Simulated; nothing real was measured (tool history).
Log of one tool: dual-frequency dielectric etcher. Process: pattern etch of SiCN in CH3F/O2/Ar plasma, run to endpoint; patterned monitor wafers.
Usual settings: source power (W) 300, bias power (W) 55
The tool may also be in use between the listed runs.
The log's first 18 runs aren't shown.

| run | hour | source power (W) | bias power (W) | wafers since the last listed run | hours since the last wet clean | hours since the last source power generator calibration | hours since the last bias power generator calibration | hours since the last upper electrode change | incoming incoming film thickness, nm | endpoint time (s) |
|---|---|---|---|---|---|---|---|---|---|---|
|  | 1432.3 | wet clean of the chamber |
| 19 | 1432.8 | 280 | 67 | 4162 | 0.5 | 670.1 | 457.4 | 4391.5 | 12.57 | 42.6 |
|  | 1528.7 | upper electrode replaced |
| 20 | 1529.2 | 350 | 63 | 1022 | 96.9 | 766.5 | 553.8 | 0.5 | 12.58 | 40.8 |
| 21 | 1563.1 | 270 | 43 | 478 | 130.8 | 800.4 | 587.7 | 34.4 | 12.64 | 54.3 |
| 22 | 1625.9 | 230 | 60 | 886 | 193.6 | 863.2 | 650.5 | 97.2 | 12.68 | 46.7 |
| 23 | 1662 | 270 | 61 | 509 | 229.7 | 899.3 | 686.6 | 133.3 | 12.68 | 44 |
| 24 | 1733.6 | 300 | 64 | 1010 | 301.3 | 970.9 | 758.2 | 204.9 | 12.46 | 40.9 |
| 25 | 1826.2 | 230 | 47 | 1307 | 393.9 | 1063.5 | 850.8 | 297.5 | 12.55 | 51.5 |
|  | 1896.4 | wet clean of the chamber |
| 26 | 1896.9 | 270 | 44 | 659 | 0.5 | 1134.2 | 921.5 | 368.2 | 12.51 | 53.7 |
| 27 | 1953.2 | 300 | 55 | 794 | 56.8 | 1190.5 | 977.8 | 424.5 | 12.62 | 46.1 |
| 28 | 2009.6 | 340 | 55 | 796 | 113.2 | 1246.9 | 1034.2 | 480.9 | 12.56 | 44.2 |
| 29 | 2107 | 300 | 55 | 1375 | 210.6 | 1344.3 | 1131.6 | 578.3 | 12.49 | 44.8 |
| 30 | 2147 | 360 | 69 | 564 | 250.6 | 1384.3 | 1171.6 | 618.3 | 12.54 | 37.9 |
| 31 | 2195.4 | 260 | 55 | 683 | 299 | 1432.7 | 1220 | 666.7 | 12.66 | 46.3 |

Forecast each of these 3 alternatives for the next run:
| A | 2195.8 | 300 | 55 | 5 | 299.4 | 1433.1 | 1220.4 | 667.1 | 12.65 | ? |
| B | 2195.8 | 280 | 49 | 5 | 299.4 | 1433.1 | 1220.4 | 667.1 | 12.65 | ? |
| C | 2195.8 | 300 | 59 | 5 | 299.4 | 1433.1 | 1220.4 | 667.1 | 12.65 | ? |

| run | endpoint time (s) |
|---|---|
| A | 45 |
| B | 48.9 |
| C | 43.3 |
Without the tool's hidden state the same runs would have given:
| run | endpoint time (s) |
|---|---|
| A | 46.6 |
| B | 50.6 |
| C | 44.9 |
